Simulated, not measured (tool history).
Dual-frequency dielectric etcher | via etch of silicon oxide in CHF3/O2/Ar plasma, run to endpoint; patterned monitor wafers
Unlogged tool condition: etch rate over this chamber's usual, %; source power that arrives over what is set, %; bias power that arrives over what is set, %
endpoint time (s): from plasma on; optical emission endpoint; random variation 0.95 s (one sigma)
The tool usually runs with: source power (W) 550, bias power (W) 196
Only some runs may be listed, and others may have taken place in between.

| run | day | source power (W) | bias power (W) | wafers since the last listed run | hours since the last wet clean | hours since the last source power generator calibration | hours since the last bias power generator calibration | hours since the last upper electrode change | incoming incoming film thickness, nm | endpoint time (s) |
|---|---|---|---|---|---|---|---|---|---|---|
| 1 | 0 | 550 | 161 | 0 | 61.9 | 3234.7 | 487.1 | 2698.8 | 627.8 | 328.7 |
| 2 | 4.054 | 550 | 161 | 316 | 159.2 | 3332 | 584.4 | 2796.1 | 622.9 | 328 |
| 3 | 8.083 | 550 | 178 | 314 | 255.9 | 3428.7 | 681.1 | 2892.8 | 628.9 | 327.9 |
| 4 | 10.162 | 550 | 196 | 162 | 305.8 | 3478.6 | 731 | 2942.7 | 622.8 | 319.4 |
| 5 | 12.012 | 550 | 165 | 144 | 350.2 | 3523 | 775.4 | 2987.1 | 624.2 | 330.1 |
| 6 | 15.254 | 550 | 165 | 253 | 428 | 3600.8 | 853.2 | 3064.9 | 628.7 | 335.4 |
| 7 | 17.662 | 550 | 165 | 188 | 485.8 | 3658.6 | 911 | 3122.7 | 630.7 | 336.8 |
| 8 | 21.108 | 550 | 196 | 269 | 568.5 | 3741.3 | 993.7 | 3205.4 | 629.5 | 327.6 |
|  | 22.917 | wet clean of the chamber |
| 9 | 23.242 | 550 | 196 | 88 | 7.8 | 3792.5 | 1044.9 | 3256.6 | 629.2 | 319.3 |
| 10 | 25.421 | 550 | 196 | 170 | 60.1 | 3844.8 | 1097.2 | 3308.9 | 630 | 320.2 |
| 11 | 28.504 | 600 | 233 | 240 | 134.1 | 3918.8 | 1171.2 | 3382.9 | 636.2 | 300.1 |
|  | 39.538 | bias power generator calibrated |
|  | 40.454 | source power generator calibrated |
| 12 | 41.208 | 670 | 177 | 966 | 439 | 18.1 | 40.1 | 3687.8 | 628.7 | 301.9 |
|  | 43.221 | wet clean of the chamber |
| 13 | 43.542 | 680 | 196 | 104 | 7.7 | 74.1 | 96.1 | 3743.8 | 628.2 | 287.6 |
|  | 46.65 | upper electrode replaced |
| 14 | 47.925 | 650 | 224 | 264 | 112.9 | 179.3 | 201.3 | 30.6 | 630.4 | 289.8 |
| 15 | 49.488 | 480 | 234 | 122 | 150.4 | 216.8 | 238.8 | 68.1 | 627.8 | 334.5 |
| 16 | 51.392 | 660 | 176 | 148 | 196.1 | 262.5 | 284.5 | 113.8 | 627.7 | 299.8 |
| 17 | 53.029 | 610 | 196 | 127 | 235.4 | 301.8 | 323.8 | 153.1 | 631.1 | 307.9 |
| 18 | 57.3 | 610 | 219 | 333 | 337.9 | 404.3 | 426.3 | 255.6 | 626.1 | 300.9 |
| 19 | 59.346 | 550 | 196 | 159 | 387 | 453.4 | 475.4 | 304.7 | 633.8 | 328.5 |

State the hidden condition of the tool at each of the runs:
source power that arrives over what is set, %: 0, the same for each run
bias power that arrives over what is set, %: 0, the same for each run
H1: etch rate over this chamber's usual, %
| run | H1 |
|---|---|
| 1 | -0.299 |
| 2 | -0.846 |
| 3 | -1.39 |
| 4 | -1.67 |
| 5 | -1.92 |
| 6 | -2.36 |
| 7 | -2.68 |
| 8 | -3.15 |
| 9 | -0.0787 |
| 10 | -0.373 |
| 11 | -0.789 |
| 12 | -2.5 |
| 13 | -0.281 |
| 14 | -0.873 |
| 15 | -1.08 |
| 16 | -1.34 |
| 17 | -1.56 |
| 18 | -2.14 |
| 19 | -2.41 |
